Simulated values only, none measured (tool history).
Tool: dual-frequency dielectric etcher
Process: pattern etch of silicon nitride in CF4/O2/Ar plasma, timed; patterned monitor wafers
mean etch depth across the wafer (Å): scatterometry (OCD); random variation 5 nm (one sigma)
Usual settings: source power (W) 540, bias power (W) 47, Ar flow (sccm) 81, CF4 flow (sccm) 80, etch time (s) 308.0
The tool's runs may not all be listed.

run,hour,source power (W),bias power (W),Ar flow (sccm),CF4 flow (sccm),etch time (s),"read-back reference wafer on the same gauge, depth_nm",mean etch depth across the wafer (Å)
1,0.0,540,47,81,80,308.0,786.9,7481
2,42.0,540,47,72,66,222.5,787.9,5401
# hour 69.9: CF4 flow controller replaced
3,75.1,540,47,81,80,308.0,788.6,7550
4,132.5,540,47,71,80,391.0,793.2,9765
5,167.6,640,47,96,62,394.0,794.4,10809
6,214.1,540,47,81,80,308.0,795.4,7633
7,268.3,620,58,81,80,370.0,798.7,11309
# hour 293.6: gauge calibrated
# hour 313.9: wet clean of the chamber
8,314.4,540,47,81,80,308.0,775.6,7369
9,351.9,620,41,90,80,308.0,774.9,7981
10,376.8,540,47,81,85,268.5,776.0,6506
# hour 389.8: bias power generator calibrated
11,440.0,540,47,81,80,308.0,775.5,7366
12,469.3,540,47,81,80,308.0,776.0,7489
13,538.5,620,47,74,80,308.0,776.7,8653
14,563.6,470,41,66,80,308.0,778.4,6186
15,626.6,540,47,81,80,351.0,776.5,8335
16,668.2,540,47,81,80,308.0,778.7,7397
17,730.0,540,47,93,80,308.0,779.6,7191
18,757.7,540,47,81,80,308.0,780.1,7425
# hour 802.9: wet clean of the chamber
19,803.4,540,47,91,72,308.0,779.8,7222
20,855.9,620,58,81,80,370.0,782.1,11180
21,894.0,540,47,81,80,268.5,783.1,6488

The tool's hidden state at each run:
etch rate over this chamber's usual, %: 0 in every run
source power that arrives over what is set, %: 0 in every run
bias power that arrives over what is set, %: 0 in every run
Ar flow that arrives over what is set, %: 0 in every run
CF4 flow that arrives over what is set, %: 0 in every run
H1: gauge reads high (%)
run,H1
1,1.84
2,2.04
3,2.2
4,2.51
5,2.7
6,2.97
7,3.29
8,0.287
9,0.295
10,0.305
11,0.344
12,0.37
13,0.451
14,0.486
15,0.591
16,0.672
17,0.81
18,0.878
19,1
20,1.16
21,1.28
